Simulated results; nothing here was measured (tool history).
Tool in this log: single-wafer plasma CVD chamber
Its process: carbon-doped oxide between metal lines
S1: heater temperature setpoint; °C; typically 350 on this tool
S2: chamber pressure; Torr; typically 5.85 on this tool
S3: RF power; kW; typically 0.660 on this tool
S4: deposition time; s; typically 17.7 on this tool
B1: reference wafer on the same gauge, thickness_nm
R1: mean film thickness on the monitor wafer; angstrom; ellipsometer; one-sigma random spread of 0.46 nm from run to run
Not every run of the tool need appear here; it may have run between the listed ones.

run,day,S1,S2,S3,S4,B1,R1
1,0.000,347,5.85,0.660,17.7,120.028,1138.42
2,4.454,350,5.85,0.660,17.7,120.138,1124.11
3,6.062,350,6.24,0.660,17.7,120.004,1139.06
4,8.379,350,5.85,0.660,17.7,120.022,1128.64
5,11.804,354,5.85,0.660,17.7,119.982,1119.68
6,14.729,354,5.85,0.660,17.7,119.998,1117.18
# day 15.425: capacitance manometer re-zeroed and calibrated
7,18.950,354,5.85,0.660,17.7,119.949,1118.81
8,23.171,346,5.85,0.720,17.7,120.093,1202.71
9,25.171,346,5.85,0.720,17.7,119.982,1201.34
10,27.946,346,5.85,0.720,17.7,119.999,1199.85
11,32.292,350,5.85,0.660,17.7,119.968,1123.50
# day 33.350: gauge calibrated
12,35.246,350,5.85,0.660,17.7,120.012,1125.97
# day 39.238: RF generator calibrated
# day 45.675: showerhead replaced
13,46.696,350,5.85,0.660,17.7,120.069,1137.89
14,49.421,350,5.85,0.660,20.2,119.913,1286.37
# day 49.871: thermocouple changed; heater temperature recalibrated
# day 53.404: capacitance manometer re-zeroed and calibrated
15,53.671,350,5.85,0.660,17.7,120.012,1134.99
16,58.008,346,5.85,0.720,17.7,119.957,1204.61
17,59.925,359,5.85,0.660,21.1,120.023,1311.47
18,63.525,354,6.33,0.705,20.8,119.919,1369.13
19,65.767,357,5.85,0.660,19.4,120.164,1215.01
20,68.762,350,5.37,0.660,17.7,120.090,1118.64
21,72.592,358,5.18,0.560,14.2,119.909,798.09
22,75.079,346,5.85,0.720,17.7,120.039,1195.89
23,79.079,350,5.85,0.660,17.7,119.904,1124.88
24,82.367,350,5.85,0.660,17.7,120.042,1124.56
25,85.729,359,5.85,0.565,17.7,119.990,1006.05
26,87.562,350,4.64,0.705,17.7,120.073,1117.25
# day 88.075: gauge calibrated
27,90.212,358,5.45,0.660,14.8,119.865,916.92
28,94.583,350,5.85,0.660,17.7,119.915,1123.30
# day 95.571: capacitance manometer re-zeroed and calibrated
# day 95.700: RF generator calibrated
29,97.388,350,6.75,0.660,17.7,120.004,1152.30

Below are 3 alternative next runs, each starting from the tool's condition after run 29. Predict each:
A,97.404,341,5.85,0.660,17.7,?,?
B,97.404,339,5.85,0.660,16.4,?,?
C,97.404,350,5.85,0.745,18.9,?,?

run,B1,R1
A,120.026,1149.95
B,120.026,1072.58
C,120.026,1281.60
With the hidden condition removed and each run's random variation left untouched, the same runs would have given:
run,R1
A,1149.95
B,1072.58
C,1281.60

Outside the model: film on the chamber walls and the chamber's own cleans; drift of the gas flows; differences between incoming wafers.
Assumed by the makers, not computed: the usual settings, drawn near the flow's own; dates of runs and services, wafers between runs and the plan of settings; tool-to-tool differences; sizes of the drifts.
